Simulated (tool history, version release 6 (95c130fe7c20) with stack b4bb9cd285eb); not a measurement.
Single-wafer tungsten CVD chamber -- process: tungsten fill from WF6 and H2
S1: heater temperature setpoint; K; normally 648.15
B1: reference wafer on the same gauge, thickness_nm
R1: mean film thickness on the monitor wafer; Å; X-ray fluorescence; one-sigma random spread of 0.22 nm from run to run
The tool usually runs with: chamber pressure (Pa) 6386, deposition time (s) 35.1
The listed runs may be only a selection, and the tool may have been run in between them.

Run 1, hour 0.0: usual settings; B1 74.437. Result: R1 706.06 Å.
Run 2, hour 65.8: usual settings; B1 74.477. Result: R1 705.71 Å.
Run 3, hour 147.4: usual settings; B1 74.420. Result: R1 705.13 Å.
Run 4, hour 191.3: usual settings; B1 74.418. Result: R1 707.04 Å.
Run 5, hour 234.3: usual settings; B1 74.431. Result: R1 706.60 Å.
Run 6, hour 322.3: usual settings; B1 74.503. Result: R1 711.02 Å.
Run 7, hour 634.7: usual settings; B1 74.303. Result: R1 714.14 Å.
Run 8, hour 735.0: usual settings; B1 74.376. Result: R1 713.92 Å.
Run 9, hour 825.8: usual settings; B1 74.423. Result: R1 718.25 Å.
Run 10, hour 928.2: usual settings; B1 74.368. Result: R1 714.66 Å.
Run 11, hour 982.1: usual settings; B1 74.464. Result: R1 722.46 Å.
Run 12, hour 1056.7: usual settings; B1 74.253. Result: R1 723.74 Å.
Run 13, hour 1127.8: usual settings; B1 74.414. Result: R1 721.29 Å.
Run 14, hour 1165.8: usual settings but chamber pressure (Pa) 6773; B1 74.417. Result: R1 737.89 Å.
At hour 1205.0: showerhead replaced.
At hour 1228.7: thermocouple changed; heater temperature recalibrated.
Run 15, hour 1259.6: usual settings but S1 653.15 K; B1 74.304. Result: R1 799.65 Å.
Run 16, hour 1305.4: usual settings; B1 74.522. Result: R1 713.04 Å.
Run 17, hour 1407.0: usual settings but S1 644.15 K, chamber pressure (Pa) 5720, deposition time (s) 38.8; B1 74.471. Result: R1 686.69 Å.
At hour 1449.6: capacitance manometer re-zeroed and calibrated.
Run 18, hour 1504.6: usual settings but S1 654.15 K; B1 74.396. Result: R1 812.87 Å.
Run 19, hour 1552.5: usual settings but chamber pressure (Pa) 5693, deposition time (s) 42.1; B1 74.442. Result: R1 807.81 Å.
Run 20, hour 1609.7: usual settings; B1 74.385. Result: R1 704.58 Å.
Run 21, hour 1775.9: usual settings but deposition time (s) 40.0; B1 74.347. Result: R1 807.96 Å.
At hour 1816.3: gauge calibrated.
Run 22, hour 1844.2: usual settings but S1 635.15 K, chamber pressure (Pa) 5053, deposition time (s) 38.6; B1 74.561. Result: R1 514.20 Å.
Run 23, hour 1916.4: usual settings but S1 640.15 K, deposition time (s) 29.4; B1 74.415. Result: R1 489.14 Å.
Run 24, hour 1995.1: usual settings but S1 639.15 K; B1 74.350. Result: R1 574.16 Å.
Run 25, hour 2056.2: usual settings but S1 638.15 K, chamber pressure (Pa) 7106, deposition time (s) 41.5; B1 74.426. Result: R1 690.03 Å.
Run 26, hour 2190.4: usual settings but deposition time (s) 33.2; B1 74.321. Result: R1 678.16 Å.
Run 27, hour 2229.7: usual settings; B1 74.484. Result: R1 713.07 Å.
Run 28, hour 2289.1: usual settings but S1 656.15 K, chamber pressure (Pa) 5186, deposition time (s) 41.4; B1 74.400. Result: R1 930.02 Å.
Run 29, hour 2364.3: usual settings; B1 74.292. Result: R1 715.35 Å.
Run 30, hour 2403.9: usual settings but S1 636.15 K; B1 74.363. Result: R1 534.82 Å.
Run 31, hour 2444.3: usual settings but chamber pressure (Pa) 6813, deposition time (s) 38.0; B1 74.334. Result: R1 796.54 Å.
Run 32, hour 2513.8: usual settings but chamber pressure (Pa) 5506; B1 74.466. Result: R1 677.02 Å.
Run 33, hour 2572.7: usual settings; B1 74.371. Result: R1 718.48 Å.
Run 34, hour 2680.0: usual settings but S1 657.15 K; B1 74.404. Result: R1 883.96 Å.

Had the tool no unlogged condition, and each run kept its random variation, what would the results have been?
Unlogged tool condition in this case: wafer temperature above the value expected at the setpoint (K); true pressure above the setpoint (%); gauge reads high (%).
run      R1
  1  701.09
  2  699.67
  3  697.78
  4  698.95
  5  697.82
  6  700.77
  7  698.79
  8  696.97
  9  699.74
 10  694.62
 11  701.33
 12  701.38
 13  697.87
 14  713.57
 15  784.16
 16  698.52
 17  671.16
 18  809.56
 19  803.58
 20  699.97
 21  799.59
 22  507.84
 23  482.40
 24  565.19
 25  678.44
 26  664.74
 27  698.33
 28  909.71
 29  698.40
 30  521.38
 31  776.49
 32  658.59
 33  698.12
 34  857.28
